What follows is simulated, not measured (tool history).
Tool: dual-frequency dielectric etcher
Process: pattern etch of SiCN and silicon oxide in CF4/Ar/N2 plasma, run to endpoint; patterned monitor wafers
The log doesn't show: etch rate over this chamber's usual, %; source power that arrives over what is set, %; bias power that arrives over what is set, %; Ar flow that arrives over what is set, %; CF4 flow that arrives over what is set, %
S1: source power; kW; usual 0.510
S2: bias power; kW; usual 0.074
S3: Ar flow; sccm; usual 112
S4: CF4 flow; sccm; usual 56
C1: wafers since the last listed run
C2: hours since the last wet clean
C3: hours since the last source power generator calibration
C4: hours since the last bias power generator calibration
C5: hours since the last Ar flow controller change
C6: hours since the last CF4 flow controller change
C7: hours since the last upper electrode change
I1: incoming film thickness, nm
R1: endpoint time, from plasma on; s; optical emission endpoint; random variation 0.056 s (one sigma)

| run | day | S1 | S2 | S3 | S4 | C1 | C2 | C3 | C4 | C5 | C6 | C7 | I1 | R1 |
|---|---|---|---|---|---|---|---|---|---|---|---|---|---|---|
| 1 | 0.000 | 0.510 | 0.069 | 94 | 56 | 0 | 230.0 | 3260.9 | 3279.6 | 4143.6 | 1512.8 | 3693.8 | 16.87 | 19.3 |
| 2 | 3.221 | 0.510 | 0.069 | 94 | 56 | 1829 | 307.3 | 3338.2 | 3356.9 | 4220.9 | 1590.1 | 3771.1 | 16.71 | 19.1 |
| 3 | 5.312 | 0.610 | 0.074 | 112 | 56 | 1188 | 357.5 | 3388.4 | 3407.1 | 4271.1 | 1640.3 | 3821.3 | 16.75 | 17.3 |
|  | 9.233 | wet clean of the chamber |
| 4 | 9.254 | 0.610 | 0.074 | 112 | 56 | 1671 | 0.5 | 3483.0 | 3501.7 | 4365.7 | 1734.9 | 3915.9 | 16.86 | 17.2 |
| 5 | 13.067 | 0.510 | 0.074 | 112 | 56 | 2166 | 92.0 | 3574.5 | 3593.2 | 4457.2 | 1826.4 | 4007.4 | 16.75 | 19.2 |
| 6 | 16.929 | 0.510 | 0.074 | 112 | 56 | 2194 | 184.7 | 3667.2 | 3685.9 | 4549.9 | 1919.1 | 4100.1 | 16.76 | 19.3 |
| 7 | 19.325 | 0.510 | 0.074 | 112 | 56 | 1361 | 242.2 | 3724.7 | 3743.4 | 4607.4 | 1976.6 | 4157.6 | 16.90 | 19.4 |
|  | 23.829 | bias power generator calibrated |
|  | 26.467 | wet clean of the chamber |
|  | 26.617 | CF4 flow controller replaced |
|  | 31.192 | source power generator calibrated |
| 8 | 32.354 | 0.510 | 0.074 | 112 | 56 | 6559 | 141.3 | 27.9 | 204.6 | 4920.1 | 137.7 | 4470.3 | 16.72 | 18.9 |
| 9 | 34.712 | 0.510 | 0.074 | 112 | 56 | 1339 | 197.9 | 84.5 | 261.2 | 4976.7 | 194.3 | 4526.9 | 16.91 | 19.1 |
|  | 36.533 | upper electrode replaced |
|  | 37.562 | Ar flow controller replaced |
| 10 | 39.154 | 0.410 | 0.074 | 122 | 64 | 1813 | 304.5 | 191.1 | 367.8 | 38.2 | 300.9 | 62.9 | 16.83 | 21.5 |
| 11 | 40.942 | 0.610 | 0.063 | 112 | 49 | 1015 | 347.4 | 234.0 | 410.7 | 81.1 | 343.8 | 105.8 | 16.84 | 18.2 |
|  | 45.438 | wet clean of the chamber |
| 12 | 45.458 | 0.560 | 0.080 | 102 | 51 | 1998 | 0.5 | 342.4 | 519.1 | 189.5 | 452.2 | 214.2 | 16.84 | 17.5 |
| 13 | 46.767 | 0.510 | 0.074 | 112 | 56 | 743 | 31.9 | 373.8 | 550.5 | 220.9 | 483.6 | 245.6 | 16.68 | 18.6 |
| 14 | 49.079 | 0.510 | 0.074 | 129 | 56 | 1313 | 87.4 | 429.3 | 606.0 | 276.4 | 539.1 | 301.1 | 16.86 | 19.3 |
| 15 | 53.521 | 0.570 | 0.074 | 120 | 46 | 2523 | 194.0 | 535.9 | 712.6 | 383.0 | 645.7 | 407.7 | 16.90 | 18.6 |
| 16 | 56.867 | 0.570 | 0.074 | 120 | 46 | 1900 | 274.3 | 616.2 | 792.9 | 463.3 | 726.0 | 488.0 | 16.73 | 18.4 |
| 17 | 60.875 | 0.510 | 0.074 | 112 | 56 | 2277 | 370.5 | 712.4 | 889.1 | 559.5 | 822.2 | 584.2 | 16.81 | 19.1 |
|  | 61.938 | wet clean of the chamber |
| 18 | 63.954 | 0.510 | 0.069 | 94 | 56 | 1181 | 48.4 | 786.3 | 963.0 | 633.4 | 896.1 | 658.1 | 16.69 | 18.7 |
| 19 | 66.575 | 0.510 | 0.074 | 96 | 56 | 1489 | 111.3 | 849.2 | 1025.9 | 696.3 | 959.0 | 721.0 | 16.60 | 18.4 |

Forecast each of these 3 alternatives for the next run:
| A | 66.592 | 0.510 | 0.074 | 112 | 49 | 9 | 111.7 | 849.6 | 1026.3 | 696.7 | 959.4 | 721.4 | 16.62 | ? |
| B | 66.592 | 0.560 | 0.092 | 124 | 61 | 9 | 111.7 | 849.6 | 1026.3 | 696.7 | 959.4 | 721.4 | 16.62 | ? |
| C | 66.592 | 0.510 | 0.061 | 131 | 49 | 9 | 111.7 | 849.6 | 1026.3 | 696.7 | 959.4 | 721.4 | 16.62 | ? |

| run | R1 |
|---|---|
| A | 19.3 |
| B | 16.9 |
| C | 20.5 |
Without the tool's hidden state the same runs would have given:
| run | R1 |
|---|---|
| A | 18.9 |
| B | 16.6 |
| C | 20.1 |
